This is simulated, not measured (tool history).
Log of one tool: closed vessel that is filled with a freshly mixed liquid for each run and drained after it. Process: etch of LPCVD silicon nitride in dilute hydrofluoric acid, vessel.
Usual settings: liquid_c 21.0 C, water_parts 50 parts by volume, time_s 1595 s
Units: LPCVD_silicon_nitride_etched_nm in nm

run	hour	liquid_c	water_parts	time_s	wafers since the last listed run	hours since the thermometer was replaced	hours since the hydrofluoric acid flow meter was replaced	hours since the gauge calibration	read-back film thickness of the LPCVD silicon nitride reference wafer, read on the same gauge (nm)	LPCVD_silicon_nitride_etched_nm
1	0.0	20.0	50	1595	0	351.4	1199.2	775.5	60.01	14.08
2	68.3	21.0	40	2120	3584	419.7	1267.5	843.8	59.97	24.95
3	95.9	21.0	50	1595	1448	447.3	1295.1	871.4	59.98	15.10
4	126.0	21.0	50	1595	1579	477.4	1325.2	901.5	60.01	15.10
5	169.1	21.0	50	1595	2261	520.5	1368.3	944.6	59.99	15.06
6	218.0	21.0	50	1595	2566	569.4	1417.2	993.5	60.00	15.12
# hour 268.0: gauge calibrated
7	280.4	21.0	50	1595	3274	631.8	1479.6	12.4	60.00	15.18
8	311.7	21.0	50	2240	1642	663.1	1510.9	43.7	59.99	21.51
# hour 354.9: hydrofluoric acid flow meter replaced
9	406.9	17.5	75	1950	4943	758.3	52.0	138.9	60.03	9.82
# hour 434.3: thermometer replaced
10	464.2	24.5	30	2430	2954	29.9	109.3	196.2	60.01	48.30
11	502.3	21.0	50	1595	1999	68.0	147.4	234.3	59.99	15.05
12	571.1	17.5	50	1595	3610	136.8	216.2	303.1	59.95	11.80
13	635.4	21.0	50	840	3374	201.1	280.5	367.4	59.99	8.04
14	686.4	23.5	40	1595	2676	252.1	331.5	418.4	60.03	22.60
15	736.0	21.0	50	785	2603	301.7	381.1	468.0	59.98	7.42
16	781.7	21.0	50	1595	2398	347.4	426.8	513.7	60.03	15.19
17	823.1	17.5	25	1955	2172	388.8	468.2	555.1	59.99	27.92

4 ways to go on from here, each from the tool as it stands after run 17. What would each give?
A	824.2	21.0	50	2480	57	389.9	469.3	556.2	?	?
B	824.2	22.5	45	1595	57	389.9	469.3	556.2	?	?
C	824.2	21.0	45	1935	57	389.9	469.3	556.2	?	?
D	824.2	23.5	60	1595	57	389.9	469.3	556.2	?	?

run	read-back film thickness of the LPCVD silicon nitride reference wafer, read on the same gauge (nm)	LPCVD_silicon_nitride_etched_nm
A	60.03	23.77
B	60.03	18.78
C	60.03	20.55
D	60.03	15.17
Without the tool's hidden state the same runs would have given:
run	LPCVD_silicon_nitride_etched_nm
A	23.77
B	18.78
C	20.55
D	15.17

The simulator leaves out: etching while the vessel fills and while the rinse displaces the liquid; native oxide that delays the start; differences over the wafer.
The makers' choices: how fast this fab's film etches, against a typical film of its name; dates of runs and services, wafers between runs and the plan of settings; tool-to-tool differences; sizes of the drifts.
